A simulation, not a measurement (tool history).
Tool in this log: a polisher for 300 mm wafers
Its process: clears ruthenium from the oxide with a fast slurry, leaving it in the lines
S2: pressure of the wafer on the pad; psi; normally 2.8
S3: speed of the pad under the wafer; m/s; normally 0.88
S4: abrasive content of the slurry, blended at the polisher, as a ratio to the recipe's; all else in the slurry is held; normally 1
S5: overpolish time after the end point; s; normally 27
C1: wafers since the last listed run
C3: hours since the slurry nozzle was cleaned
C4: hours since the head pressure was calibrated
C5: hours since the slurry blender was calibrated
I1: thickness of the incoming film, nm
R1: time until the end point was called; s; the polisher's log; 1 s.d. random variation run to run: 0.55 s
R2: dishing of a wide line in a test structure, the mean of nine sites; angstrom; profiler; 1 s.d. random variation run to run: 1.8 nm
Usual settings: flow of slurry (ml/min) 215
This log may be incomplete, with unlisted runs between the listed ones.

Run 1, hour 0: usual settings; C1 0; wafers polished on this pad 1554; C3 316; C4 190.2; C5 158.8; I1 247.6. Result: R1 61.5 s, R2 853 angstrom.
Run 2, hour 70.3: usual settings; C1 719; wafers polished on this pad 2274; C3 386.3; C4 260.5; C5 229.1; I1 250.4. Result: R1 62.4 s, R2 818 angstrom.
Run 3, hour 102: usual settings; C1 324; wafers polished on this pad 2598; C3 418; C4 292.2; C5 260.8; I1 249.9. Result: R1 62.6 s, R2 868 angstrom.
At hour 133.5: worn pad replaced by a new one.
Run 4, hour 155: usual settings; C1 501; wafers polished on this pad 220; C3 471; C4 345.2; C5 313.8; I1 252. Result: R1 63.4 s, R2 860 angstrom.
At hour 174: head pressure recalibrated.
At hour 204.9: slurry nozzle cleaned.
Run 5, hour 215.4: usual settings; C1 587; wafers polished on this pad 808; C3 10.5; C4 41.4; C5 374.2; I1 249.4. Result: R1 61.8 s, R2 816 angstrom.
Run 6, hour 280.1: usual settings but flow of slurry (ml/min) 195, S2 3.4 psi; C1 662; wafers polished on this pad 1470; C3 75.2; C4 106.1; C5 438.9; I1 248.3. Result: R1 52.6 s, R2 946 angstrom.
Run 7, hour 329.3: usual settings but flow of slurry (ml/min) 195, S2 3.4 psi; C1 503; wafers polished on this pad 1974; C3 124.4; C4 155.3; C5 488.1; I1 248.3. Result: R1 51.7 s, R2 1008 angstrom.
Run 8, hour 379.2: usual settings; C1 510; wafers polished on this pad 2484; C3 174.3; C4 205.2; C5 538; I1 249.3. Result: R1 62.5 s, R2 837 angstrom.
At hour 405.8: slurry blender recalibrated.
At hour 409: worn pad replaced by a new one.
Run 9, hour 443.9: usual settings; C1 609; wafers polished on this pad 357; C3 239; C4 269.9; C5 38.1; I1 252. Result: R1 62.8 s, R2 861 angstrom.
Run 10, hour 488.3: usual settings; C1 454; wafers polished on this pad 811; C3 283.4; C4 314.3; C5 82.5; I1 250.7. Result: R1 62.3 s, R2 840 angstrom.
Run 11, hour 519.6: usual settings; C1 320; wafers polished on this pad 1132; C3 314.7; C4 345.6; C5 113.8; I1 251.4. Result: R1 63.6 s, R2 862 angstrom.
At hour 523: head pressure recalibrated.
Run 12, hour 554.2: usual settings; C1 333; wafers polished on this pad 1466; C3 349.3; C4 31.2; C5 148.4; I1 247.9. Result: R1 62.7 s, R2 819 angstrom.
Run 13, hour 614.5: usual settings; C1 617; wafers polished on this pad 2083; C3 409.6; C4 91.5; C5 208.7; I1 245.6. Result: R1 61.9 s, R2 833 angstrom.
Run 14, hour 645: usual settings; C1 312; wafers polished on this pad 2395; C3 440.1; C4 122; C5 239.2; I1 249.6. Result: R1 63.1 s, R2 815 angstrom.
Run 15, hour 669.4: usual settings but S2 3.4 psi, S3 0.74 m/s; C1 249; wafers polished on this pad 2645; C3 464.5; C4 146.4; C5 263.6; I1 248.1. Result: R1 61.2 s, R2 839 angstrom.
At hour 702.1: worn pad replaced by a new one.
Run 16, hour 720.7: usual settings but flow of slurry (ml/min) 280; C1 484; wafers polished on this pad 190; C3 515.8; C4 197.7; C5 314.9; I1 251.3. Result: R1 61 s, R2 866 angstrom.
At hour 757.1: slurry nozzle cleaned.
Run 17, hour 780.9: usual settings; C1 606; wafers polished on this pad 796; C3 23.8; C4 257.9; C5 375.1; I1 251.5. Result: R1 63.8 s, R2 874 angstrom.
Run 18, hour 812.3: usual settings but S2 3.5 psi; C1 321; wafers polished on this pad 1118; C3 55.2; C4 289.3; C5 406.5; I1 252.7. Result: R1 51.4 s, R2 986 angstrom.
Run 19, hour 871.9: usual settings but flow of slurry (ml/min) 165, S2 3.1 psi, S4 0.9, S5 16 s; C1 610; wafers polished on this pad 1728; C3 114.8; C4 348.9; C5 466.1; I1 247. Result: R1 59.8 s, R2 567 angstrom.
At hour 923.5: head pressure recalibrated.
At hour 926.3: slurry blender recalibrated.
Run 20, hour 943.8: usual settings but S3 0.68 m/s, S4 1.15; C1 695; wafers polished on this pad 2423; C3 186.7; C4 20.3; C5 17.5; I1 252.1. Result: R1 77.7 s, R2 714 angstrom.
At hour 979.3: worn pad replaced by a new one.
Run 21, hour 1009.4: usual settings but flow of slurry (ml/min) 155, S2 2.1 psi, S3 0.62 m/s, S4 0.75; C1 630; wafers polished on this pad 307; C3 252.3; C4 85.9; C5 83.1; I1 248.3. Result: R1 133.6 s, R2 428 angstrom.
Run 22, hour 1133.4: usual settings but S3 1.16 m/s; C1 1269; wafers polished on this pad 1577; C3 376.3; C4 209.9; C5 207.1; I1 246. Result: R1 48 s, R2 1063 angstrom.
Run 23, hour 1169.4: usual settings but S4 1.1; C1 368; wafers polished on this pad 1945; C3 412.3; C4 245.9; C5 243.1; I1 248.2. Result: R1 61.7 s, R2 859 angstrom.
Run 24, hour 1194.7: usual settings; C1 258; wafers polished on this pad 2204; C3 437.6; C4 271.2; C5 268.4; I1 250.6. Result: R1 62.9 s, R2 818 angstrom.
At hour 1232.2: worn pad replaced by a new one.
At hour 1236.9: slurry nozzle cleaned.
Run 25, hour 1263.3: usual settings but S4 1.3; C1 651; wafers polished on this pad 308; C3 26.4; C4 339.8; C5 337; I1 249. Result: R1 59.2 s, R2 885 angstrom.
Run 26, hour 1291.5: usual settings; C1 288; wafers polished on this pad 596; C3 54.6; C4 368; C5 365.2; I1 246.5. Result: R1 61.9 s, R2 804 angstrom.
At hour 1296.9: head pressure recalibrated.
Run 27, hour 1320: usual settings; C1 271; wafers polished on this pad 868; C3 83.1; C4 23.1; C5 393.7; I1 249.1. Result: R1 62.5 s, R2 795 angstrom.

For each entry between runs, how does the tool's hidden state at the last listed run before it compare with that at the first listed run after it?
Between runs 3 and 4: worn pad replaced by a new one (hour 133.5)
  no difference in the tool's unlogged condition between these two runs
Between runs 4 and 5: head pressure recalibrated (hour 174); slurry nozzle cleaned (hour 204.9)
  no difference in the tool's unlogged condition between these two runs
Between runs 8 and 9: slurry blender recalibrated (hour 405.8); worn pad replaced by a new one (hour 409)
  no difference in the tool's unlogged condition between these two runs
Between runs 11 and 12: head pressure recalibrated (hour 523)
  no difference in the tool's unlogged condition between these two runs
Between runs 15 and 16: worn pad replaced by a new one (hour 702.1)
  no difference in the tool's unlogged condition between these two runs
Between runs 16 and 17: slurry nozzle cleaned (hour 757.1)
  no difference in the tool's unlogged condition between these two runs
Between runs 19 and 20: head pressure recalibrated (hour 923.5); slurry blender recalibrated (hour 926.3)
  no difference in the tool's unlogged condition between these two runs
Between runs 20 and 21: worn pad replaced by a new one (hour 979.3)
  no difference in the tool's unlogged condition between these two runs
Between runs 24 and 25: worn pad replaced by a new one (hour 1232.2); slurry nozzle cleaned (hour 1236.9)
  no difference in the tool's unlogged condition between these two runs
Between runs 26 and 27: head pressure recalibrated (hour 1296.9)
  no difference in the tool's unlogged condition between these two runs

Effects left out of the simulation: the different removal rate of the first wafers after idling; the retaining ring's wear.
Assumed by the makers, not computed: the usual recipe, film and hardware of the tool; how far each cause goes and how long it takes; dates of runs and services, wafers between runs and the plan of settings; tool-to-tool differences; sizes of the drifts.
